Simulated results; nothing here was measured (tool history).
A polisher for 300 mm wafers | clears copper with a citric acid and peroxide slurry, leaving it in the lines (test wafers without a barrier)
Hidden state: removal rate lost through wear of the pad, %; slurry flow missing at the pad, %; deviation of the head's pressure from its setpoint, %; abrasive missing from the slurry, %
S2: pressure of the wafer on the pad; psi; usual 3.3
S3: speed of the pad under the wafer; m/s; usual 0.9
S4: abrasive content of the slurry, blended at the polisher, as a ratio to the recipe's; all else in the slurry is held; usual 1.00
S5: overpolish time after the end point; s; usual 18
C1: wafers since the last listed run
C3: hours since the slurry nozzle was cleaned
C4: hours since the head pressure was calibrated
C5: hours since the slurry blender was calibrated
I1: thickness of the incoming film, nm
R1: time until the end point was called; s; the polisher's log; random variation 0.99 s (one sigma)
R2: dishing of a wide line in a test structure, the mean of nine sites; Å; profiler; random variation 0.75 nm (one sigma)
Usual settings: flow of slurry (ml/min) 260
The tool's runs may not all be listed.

Run 1, hour 0.0: usual settings; C1 0; wafers polished on this pad 46; C3 18.9; C4 649.4; C5 176.5; I1 205.8. Result: R1 84.1 s, R2 311 Å.
Run 2, hour 49.4: usual settings but flow of slurry (ml/min) 300, S5 15 s; C1 448; wafers polished on this pad 494; C3 68.3; C4 698.8; C5 225.9; I1 204.1. Result: R1 83.8 s, R2 263 Å.
Run 3, hour 112.4: usual settings but flow of slurry (ml/min) 300, S5 15 s; C1 571; wafers polished on this pad 1066; C3 131.3; C4 761.8; C5 288.9; I1 204.5. Result: R1 82.8 s, R2 283 Å.
At hour 132.6: worn pad replaced by a new one.
Run 4, hour 149.7: usual settings but flow of slurry (ml/min) 300, S5 15 s; C1 302; wafers polished on this pad 155; C3 168.6; C4 799.1; C5 326.2; I1 206.9. Result: R1 83.7 s, R2 280 Å.
Run 5, hour 221.5: usual settings; C1 651; wafers polished on this pad 806; C3 240.4; C4 870.9; C5 398.0; I1 209.2. Result: R1 88.0 s, R2 302 Å.
Run 6, hour 257.0: usual settings but S2 3.9 psi; C1 322; wafers polished on this pad 1128; C3 275.9; C4 906.4; C5 433.5; I1 206.3. Result: R1 72.6 s, R2 347 Å.
At hour 261.8: worn pad replaced by a new one.
Run 7, hour 325.4: usual settings but S2 3.9 psi; C1 584; wafers polished on this pad 577; C3 344.3; C4 974.8; C5 501.9; I1 206.1. Result: R1 74.8 s, R2 354 Å.
Run 8, hour 353.3: usual settings but S2 3.9 psi; C1 253; wafers polished on this pad 830; C3 372.2; C4 1002.7; C5 529.8; I1 205.1. Result: R1 73.6 s, R2 364 Å.
At hour 355.7: head pressure recalibrated.
At hour 359.2: slurry blender recalibrated.
At hour 383.0: worn pad replaced by a new one.
Run 9, hour 399.3: usual settings but S2 2.8 psi, S4 1.10, S5 10 s; C1 344; wafers polished on this pad 147; C3 418.2; C4 43.6; C5 40.1; I1 201.3. Result: R1 91.5 s, R2 159 Å.
At hour 414.9: slurry nozzle cleaned.
Run 10, hour 458.2: usual settings but S2 2.6 psi, S4 0.85; C1 525; wafers polished on this pad 673; C3 43.3; C4 102.5; C5 99.0; I1 206.4. Result: R1 106.5 s, R2 252 Å.
At hour 510.0: worn pad replaced by a new one.
Run 11, hour 510.5: usual settings but flow of slurry (ml/min) 305; C1 438; wafers polished on this pad 4; C3 95.6; C4 154.8; C5 151.3; I1 203.5. Result: R1 82.8 s, R2 310 Å.
Run 12, hour 564.9: usual settings but S2 4.4 psi, S5 10 s; C1 493; wafers polished on this pad 498; C3 150.0; C4 209.2; C5 205.7; I1 206.9. Result: R1 65.9 s, R2 233 Å.
Run 13, hour 613.5: usual settings but flow of slurry (ml/min) 305, S2 3.6 psi, S4 1.20; C1 441; wafers polished on this pad 939; C3 198.6; C4 257.8; C5 254.3; I1 204.4. Result: R1 75.1 s, R2 344 Å.
At hour 651.1: worn pad replaced by a new one.
Run 14, hour 659.3: usual settings but S4 0.90; C1 379; wafers polished on this pad 74; C3 244.4; C4 303.6; C5 300.1; I1 207.0. Result: R1 86.5 s, R2 298 Å.

Forecast each of these 3 alternatives for the next run:
Run A, hour 659.8: usual settings; C1 4; wafers polished on this pad 78; C3 244.9; C4 304.1; C5 300.6; I1 206.3. Result: R1 ?, R2 ?.
Run B, hour 659.8: usual settings but flow of slurry (ml/min) 225, S2 3.9 psi, S4 1.30, S5 13 s; C1 4; wafers polished on this pad 78; C3 244.9; C4 304.1; C5 300.6; I1 206.3. Result: R1 ?, R2 ?.
Run C, hour 659.8: usual settings but S4 0.75; C1 4; wafers polished on this pad 78; C3 244.9; C4 304.1; C5 300.6; I1 206.3. Result: R1 ?, R2 ?.

run    R1   R2
  A  84.9  307
  B  70.2  272
  C  88.7  295
Without the tool's hidden state the same runs would have given:
run    R1   R2
  A  79.0  328
  B  65.3  291
  C  82.7  315
